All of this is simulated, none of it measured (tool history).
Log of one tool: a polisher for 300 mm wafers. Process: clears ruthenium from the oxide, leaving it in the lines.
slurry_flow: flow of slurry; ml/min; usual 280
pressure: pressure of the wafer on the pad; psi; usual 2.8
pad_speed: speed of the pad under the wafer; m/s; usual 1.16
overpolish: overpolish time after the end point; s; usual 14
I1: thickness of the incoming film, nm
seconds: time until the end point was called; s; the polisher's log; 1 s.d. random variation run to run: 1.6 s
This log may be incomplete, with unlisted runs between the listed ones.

run 1 hour=0.0 | slurry_flow=280 pressure=2.8 pad_speed=1.16 overpolish=11 | I1=229.6 | seconds=122.8
run 2 hour=118.2 | slurry_flow=280 pressure=2.8 pad_speed=1.26 overpolish=14 | I1=233.1 | seconds=114.6
run 3 hour=159.0 | slurry_flow=280 pressure=2.8 pad_speed=1.26 overpolish=14 | I1=230.8 | seconds=115.2
run 4 hour=217.4 | slurry_flow=280 pressure=2.8 pad_speed=1.16 overpolish=14 | I1=228.4 | seconds=120.3
run 5 hour=286.0 | slurry_flow=280 pressure=2.8 pad_speed=1.16 overpolish=14 | I1=225.7 | seconds=121.6
run 6 hour=310.7 | slurry_flow=280 pressure=2.8 pad_speed=1.16 overpolish=14 | I1=225.5 | seconds=121.4
run 7 hour=365.2 | slurry_flow=280 pressure=2.8 pad_speed=1.16 overpolish=14 | I1=226.9 | seconds=125.0
run 8 hour=415.9 | slurry_flow=280 pressure=2.8 pad_speed=1.16 overpolish=14 | I1=228.8 | seconds=123.8
run 9 hour=467.3 | slurry_flow=280 pressure=2.8 pad_speed=1.16 overpolish=14 | I1=229.8 | seconds=122.1
run 10 hour=523.7 | slurry_flow=205 pressure=2.8 pad_speed=0.88 overpolish=14 | I1=233.8 | seconds=170.7
run 11 hour=554.1 | slurry_flow=205 pressure=2.8 pad_speed=0.88 overpolish=14 | I1=231.4 | seconds=167.7
run 12 hour=579.6 | slurry_flow=205 pressure=2.8 pad_speed=0.88 overpolish=14 | I1=230.4 | seconds=169.2
run 13 hour=649.3 | slurry_flow=280 pressure=2.8 pad_speed=1.16 overpolish=14 | I1=232.7 | seconds=127.6
run 14 hour=675.2 | slurry_flow=280 pressure=2.8 pad_speed=1.04 overpolish=8 | I1=233.0 | seconds=139.5
run 15 hour=708.0 | slurry_flow=280 pressure=3.2 pad_speed=1.16 overpolish=9 | I1=234.0 | seconds=110.2
run 16 hour=756.1 | slurry_flow=280 pressure=3.1 pad_speed=0.86 overpolish=14 | I1=226.4 | seconds=146.0
run 17 hour=821.4 | slurry_flow=230 pressure=2.8 pad_speed=1.16 overpolish=9 | I1=230.2 | seconds=125.0
run 18 hour=883.8 | slurry_flow=280 pressure=3.4 pad_speed=0.88 overpolish=21 | I1=227.5 | seconds=133.2
run 19 hour=911.7 | slurry_flow=280 pressure=2.8 pad_speed=1.16 overpolish=14 | I1=226.0 | seconds=121.9
run 20 hour=971.7 | slurry_flow=280 pressure=3.1 pad_speed=1.16 overpolish=7 | I1=231.9 | seconds=110.5
run 21 hour=996.1 | slurry_flow=305 pressure=2.0 pad_speed=1.16 overpolish=19 | I1=227.8 | seconds=167.4
run 22 hour=1050.4 | slurry_flow=215 pressure=2.5 pad_speed=1.16 overpolish=14 | I1=226.8 | seconds=139.9
run 23 hour=1110.5 | slurry_flow=280 pressure=2.8 pad_speed=1.16 overpolish=18 | I1=232.0 | seconds=124.2
run 24 hour=1137.2 | slurry_flow=280 pressure=2.8 pad_speed=1.16 overpolish=14 | I1=230.0 | seconds=120.6
run 25 hour=1198.2 | slurry_flow=280 pressure=2.8 pad_speed=1.16 overpolish=14 | I1=229.6 | seconds=124.1
run 26 hour=1244.4 | slurry_flow=280 pressure=2.8 pad_speed=1.16 overpolish=14 | I1=226.6 | seconds=122.6

Not shown: 8 entries that the log had between the listed runs. Between which runs, and how does the tool's hidden state differ before and after?
Runs 1 to 2: slurry nozzle cleaned (hour 22.3)
  both runs share identical hidden conditions
Runs 3 to 4: worn pad replaced by a new one (hour 182.3)
  both runs share identical hidden conditions
Runs 7 to 8: head pressure recalibrated (hour 405.1); worn pad replaced by a new one (hour 410.8)
  both runs share identical hidden conditions
Runs 12 to 13: worn pad replaced by a new one (hour 632.2)
  both runs share identical hidden conditions
Runs 15 to 16: slurry nozzle cleaned (hour 721.1)
  both runs share identical hidden conditions
Runs 17 to 18: worn pad replaced by a new one (hour 874.5)
  both runs share identical hidden conditions
Runs 22 to 23: worn pad replaced by a new one (hour 1110.0)
  both runs share identical hidden conditions
